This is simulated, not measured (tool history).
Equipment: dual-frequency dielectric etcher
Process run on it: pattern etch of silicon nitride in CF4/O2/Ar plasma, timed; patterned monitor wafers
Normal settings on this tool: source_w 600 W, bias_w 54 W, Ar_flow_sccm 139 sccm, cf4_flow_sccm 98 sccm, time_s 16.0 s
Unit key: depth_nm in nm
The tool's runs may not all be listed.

| run | hour | source_w | bias_w | Ar_flow_sccm | cf4_flow_sccm | time_s | wafers since the last listed run | hours since the last wet clean | hours since the last source power generator calibration | hours since the last bias power generator calibration | hours since the last Ar flow controller change | hours since the last CF4 flow controller change | hours since the last upper electrode change | hours since the gauge calibration | read-back reference wafer on the same gauge, depth_nm | depth_nm |
|---|---|---|---|---|---|---|---|---|---|---|---|---|---|---|---|---|
| 1 | 0.0 | 490 | 50 | 139 | 98 | 16.0 | 0 | 148.3 | 4163.6 | 2683.1 | 82.7 | 1772.1 | 2754.2 | 925.0 | 30.80 | 30.14 |
| 2 | 61.9 | 670 | 54 | 139 | 98 | 14.0 | 879 | 210.2 | 4225.5 | 2745.0 | 144.6 | 1834.0 | 2816.1 | 986.9 | 30.83 | 33.22 |
| 3 | 91.6 | 480 | 54 | 139 | 98 | 16.0 | 421 | 239.9 | 4255.2 | 2774.7 | 174.3 | 1863.7 | 2845.8 | 1016.6 | 30.80 | 30.92 |
|  | 121.6 | source power generator calibrated |
| 4 | 140.4 | 480 | 54 | 139 | 98 | 16.0 | 636 | 288.7 | 18.8 | 2823.5 | 223.1 | 1912.5 | 2894.6 | 1065.4 | 30.80 | 29.92 |
| 5 | 179.6 | 600 | 54 | 139 | 98 | 16.0 | 556 | 327.9 | 58.0 | 2862.7 | 262.3 | 1951.7 | 2933.8 | 1104.6 | 30.81 | 34.08 |
|  | 216.0 | CF4 flow controller replaced |
|  | 228.0 | gauge calibrated |
|  | 343.5 | upper electrode replaced |
| 6 | 363.6 | 600 | 54 | 158 | 78 | 20.5 | 2187 | 511.9 | 242.0 | 3046.7 | 446.3 | 147.6 | 20.1 | 135.6 | 30.80 | 41.30 |
|  | 388.6 | bias power generator calibrated |
|  | 402.0 | wet clean of the chamber |
| 7 | 402.5 | 600 | 54 | 139 | 98 | 16.0 | 305 | 0.5 | 280.9 | 13.9 | 485.2 | 186.5 | 59.0 | 174.5 | 30.83 | 34.77 |
| 8 | 455.0 | 600 | 54 | 139 | 98 | 16.0 | 745 | 53.0 | 333.4 | 66.4 | 537.7 | 239.0 | 111.5 | 227.0 | 30.81 | 34.70 |
| 9 | 500.7 | 600 | 54 | 120 | 98 | 16.0 | 649 | 98.7 | 379.1 | 112.1 | 583.4 | 284.7 | 157.2 | 272.7 | 30.77 | 35.21 |
| 10 | 555.0 | 560 | 54 | 139 | 98 | 16.0 | 771 | 153.0 | 433.4 | 166.4 | 637.7 | 339.0 | 211.5 | 327.0 | 30.82 | 33.02 |
| 11 | 593.8 | 600 | 65 | 139 | 98 | 16.0 | 551 | 191.8 | 472.2 | 205.2 | 676.5 | 377.8 | 250.3 | 365.8 | 30.78 | 38.07 |
| 12 | 661.5 | 600 | 47 | 139 | 121 | 14.5 | 961 | 259.5 | 539.9 | 272.9 | 744.2 | 445.5 | 318.0 | 433.5 | 30.79 | 29.90 |
| 13 | 718.5 | 500 | 54 | 139 | 98 | 16.0 | 809 | 316.5 | 596.9 | 329.9 | 801.2 | 502.5 | 375.0 | 490.5 | 30.79 | 30.82 |
| 14 | 744.9 | 600 | 54 | 139 | 98 | 16.0 | 374 | 342.9 | 623.3 | 356.3 | 827.6 | 528.9 | 401.4 | 516.9 | 30.81 | 34.10 |
| 15 | 807.0 | 600 | 54 | 139 | 98 | 16.0 | 881 | 405.0 | 685.4 | 418.4 | 889.7 | 591.0 | 463.5 | 579.0 | 30.78 | 34.14 |
| 16 | 836.9 | 740 | 54 | 109 | 88 | 14.5 | 424 | 434.9 | 715.3 | 448.3 | 919.6 | 620.9 | 493.4 | 608.9 | 30.79 | 35.71 |
| 17 | 880.3 | 600 | 54 | 139 | 98 | 16.0 | 616 | 478.3 | 758.7 | 491.7 | 963.0 | 664.3 | 536.8 | 652.3 | 30.83 | 34.07 |
| 18 | 911.1 | 600 | 48 | 165 | 114 | 12.0 | 437 | 509.1 | 789.5 | 522.5 | 993.8 | 695.1 | 567.6 | 683.1 | 30.79 | 24.02 |
| 19 | 943.8 | 690 | 54 | 139 | 98 | 16.0 | 464 | 541.8 | 822.2 | 555.2 | 1026.5 | 727.8 | 600.3 | 715.8 | 30.79 | 37.09 |
| 20 | 1010.2 | 600 | 58 | 139 | 83 | 16.0 | 943 | 608.2 | 888.6 | 621.6 | 1092.9 | 794.2 | 666.7 | 782.2 | 30.81 | 34.23 |

How the hidden state differs across the entries between the runs, from the last listed run before each to the first after it:
Logged between run 3 and run 4: source power generator calibrated (hour 121.6)
  etch rate over this chamber's usual, %: -1.39 -> -1.64; source power that arrives over what is set, %: 5.72 -> 0.327
  measured less the result without the state, depth_nm: +0.63 -> -0.44 nm
Logged between run 5 and run 6: CF4 flow controller replaced (hour 216.0); gauge calibrated (hour 228.0); upper electrode replaced (hour 343.5)
  etch rate over this chamber's usual, %: -1.84 -> -2.79; source power that arrives over what is set, %: 0.328 -> 0.344
  measured less the result without the state, depth_nm: -0.57 -> -1.10 nm
Logged between run 6 and run 7: bias power generator calibrated (hour 388.6); wet clean of the chamber (hour 402.0)
  etch rate over this chamber's usual, %: -2.79 -> 0.5; source power that arrives over what is set, %: 0.344 -> 0.35
  measured less the result without the state, depth_nm: -1.10 -> +0.25 nm
